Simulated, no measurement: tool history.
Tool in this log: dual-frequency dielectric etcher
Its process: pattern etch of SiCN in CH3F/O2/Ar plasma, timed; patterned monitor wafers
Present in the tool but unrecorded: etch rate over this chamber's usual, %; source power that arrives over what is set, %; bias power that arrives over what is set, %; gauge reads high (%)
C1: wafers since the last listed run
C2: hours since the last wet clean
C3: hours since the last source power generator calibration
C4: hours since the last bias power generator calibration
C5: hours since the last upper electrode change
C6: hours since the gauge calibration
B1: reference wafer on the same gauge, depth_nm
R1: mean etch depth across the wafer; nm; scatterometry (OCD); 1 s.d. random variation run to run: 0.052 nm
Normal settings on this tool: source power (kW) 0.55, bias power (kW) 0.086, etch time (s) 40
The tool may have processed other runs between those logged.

{"run": 1, "hour": 0.0, "source power (kW)": 0.55, "bias power (kW)": 0.086, "etch time (s)": 40, "C1": 0, "C2": 330.8, "C3": 4313.2, "C4": 2493.1, "C5": 2397.8, "C6": 156.2, "B1": 18.31, "R1": 17.15}
{"run": 2, "hour": 27.4, "source power (kW)": 0.55, "bias power (kW)": 0.086, "etch time (s)": 40, "C1": 513, "C2": 358.2, "C3": 4340.6, "C4": 2520.5, "C5": 2425.2, "C6": 183.6, "B1": 18.3, "R1": 17.23}
{"run": 3, "hour": 41.4, "source power (kW)": 0.55, "bias power (kW)": 0.086, "etch time (s)": 40, "C1": 262, "C2": 372.2, "C3": 4354.6, "C4": 2534.5, "C5": 2439.2, "C6": 197.6, "B1": 18.3, "R1": 17.2}
{"run": 4, "hour": 65.1, "source power (kW)": 0.55, "bias power (kW)": 0.086, "etch time (s)": 40, "C1": 444, "C2": 395.9, "C3": 4378.3, "C4": 2558.2, "C5": 2462.9, "C6": 221.3, "B1": 18.3, "R1": 17.21}
{"run": 5, "hour": 79.4, "source power (kW)": 0.55, "bias power (kW)": 0.086, "etch time (s)": 40, "C1": 268, "C2": 410.2, "C3": 4392.6, "C4": 2572.5, "C5": 2477.2, "C6": 235.6, "B1": 18.3, "R1": 17.3}
{"run": 6, "hour": 93.6, "source power (kW)": 0.55, "bias power (kW)": 0.086, "etch time (s)": 40, "C1": 266, "C2": 424.4, "C3": 4406.8, "C4": 2586.7, "C5": 2491.4, "C6": 249.8, "B1": 18.3, "R1": 17.28}
{"hour": 110.7, "done": "source power generator calibrated"}
{"hour": 124.7, "done": "gauge calibrated"}
{"hour": 134.5, "done": "upper electrode replaced"}
{"run": 7, "hour": 158.4, "source power (kW)": 0.55, "bias power (kW)": 0.086, "etch time (s)": 42.5, "C1": 692, "C2": 489.2, "C3": 47.7, "C4": 2651.5, "C5": 23.9, "C6": 33.7, "B1": 18.3, "R1": 18.43}
{"run": 8, "hour": 177.0, "source power (kW)": 0.55, "bias power (kW)": 0.086, "etch time (s)": 42.5, "C1": 348, "C2": 507.8, "C3": 66.3, "C4": 2670.1, "C5": 42.5, "C6": 52.3, "B1": 18.31, "R1": 18.56}
{"run": 9, "hour": 212.2, "source power (kW)": 0.64, "bias power (kW)": 0.086, "etch time (s)": 40, "C1": 659, "C2": 543, "C3": 101.5, "C4": 2705.3, "C5": 77.7, "C6": 87.5, "B1": 18.29, "R1": 18.2}
{"run": 10, "hour": 230.8, "source power (kW)": 0.46, "bias power (kW)": 0.077, "etch time (s)": 40, "C1": 348, "C2": 561.6, "C3": 120.1, "C4": 2723.9, "C5": 96.3, "C6": 106.1, "B1": 18.3, "R1": 16.22}
{"hour": 264.6, "done": "wet clean of the chamber"}
{"run": 11, "hour": 265.1, "source power (kW)": 0.55, "bias power (kW)": 0.092, "etch time (s)": 40, "C1": 193, "C2": 0.5, "C3": 154.4, "C4": 2758.2, "C5": 130.6, "C6": 140.4, "B1": 18.3, "R1": 17.12}
{"run": 12, "hour": 265.5, "source power (kW)": 0.55, "bias power (kW)": 0.086, "etch time (s)": 34, "C1": 7, "C2": 0.9, "C3": 154.8, "C4": 2758.6, "C5": 131, "C6": 140.8, "B1": 18.3, "R1": 14.21}
{"hour": 277.9, "done": "bias power generator calibrated"}
{"run": 13, "hour": 279.6, "source power (kW)": 0.55, "bias power (kW)": 0.086, "etch time (s)": 40, "C1": 189, "C2": 15, "C3": 168.9, "C4": 1.7, "C5": 145.1, "C6": 154.9, "B1": 18.3, "R1": 16.82}
{"run": 14, "hour": 296.9, "source power (kW)": 0.55, "bias power (kW)": 0.074, "etch time (s)": 32, "C1": 324, "C2": 32.3, "C3": 186.2, "C4": 19, "C5": 162.4, "C6": 172.2, "B1": 18.3, "R1": 12.85}
{"run": 15, "hour": 327.0, "source power (kW)": 0.55, "bias power (kW)": 0.098, "etch time (s)": 40, "C1": 564, "C2": 62.4, "C3": 216.3, "C4": 49.1, "C5": 192.5, "C6": 202.3, "B1": 18.3, "R1": 17.54}
{"run": 16, "hour": 362.1, "source power (kW)": 0.43, "bias power (kW)": 0.072, "etch time (s)": 33.5, "C1": 657, "C2": 97.5, "C3": 251.4, "C4": 84.2, "C5": 227.6, "C6": 237.4, "B1": 18.3, "R1": 12.66}

Here are 5 independent what-if runs from the current tool condition. What would each one return?
{"run": "A", "hour": 362.5, "source power (kW)": 0.44, "bias power (kW)": 0.086, "etch time (s)": 40, "C1": 7, "C2": 97.9, "C3": 251.8, "C4": 84.6, "C5": 228, "C6": 237.8, "B1": "?", "R1": "?"}
{"run": "B", "hour": 362.5, "source power (kW)": 0.62, "bias power (kW)": 0.086, "etch time (s)": 43.5, "C1": 7, "C2": 97.9, "C3": 251.8, "C4": 84.6, "C5": 228, "C6": 237.8, "B1": "?", "R1": "?"}
{"run": "C", "hour": 362.5, "source power (kW)": 0.63, "bias power (kW)": 0.096, "etch time (s)": 40, "C1": 7, "C2": 97.9, "C3": 251.8, "C4": 84.6, "C5": 228, "C6": 237.8, "B1": "?", "R1": "?"}
{"run": "D", "hour": 362.5, "source power (kW)": 0.65, "bias power (kW)": 0.086, "etch time (s)": 40, "C1": 7, "C2": 97.9, "C3": 251.8, "C4": 84.6, "C5": 228, "C6": 237.8, "B1": "?", "R1": "?"}
{"run": "E", "hour": 362.5, "source power (kW)": 0.55, "bias power (kW)": 0.072, "etch time (s)": 44.5, "C1": 7, "C2": 97.9, "C3": 251.8, "C4": 84.6, "C5": 228, "C6": 237.8, "B1": "?", "R1": "?"}

run=A B1=18.3 R1=15.87
run=B B1=18.3 R1=18.84
run=C B1=18.3 R1=17.95
run=D B1=18.3 R1=17.55
run=E B1=18.3 R1=17.79
What these runs would have given with no unlogged condition in the tool:
run=A R1=15.72
run=B R1=18.66
run=C R1=17.79
run=D R1=17.38
run=E R1=17.63
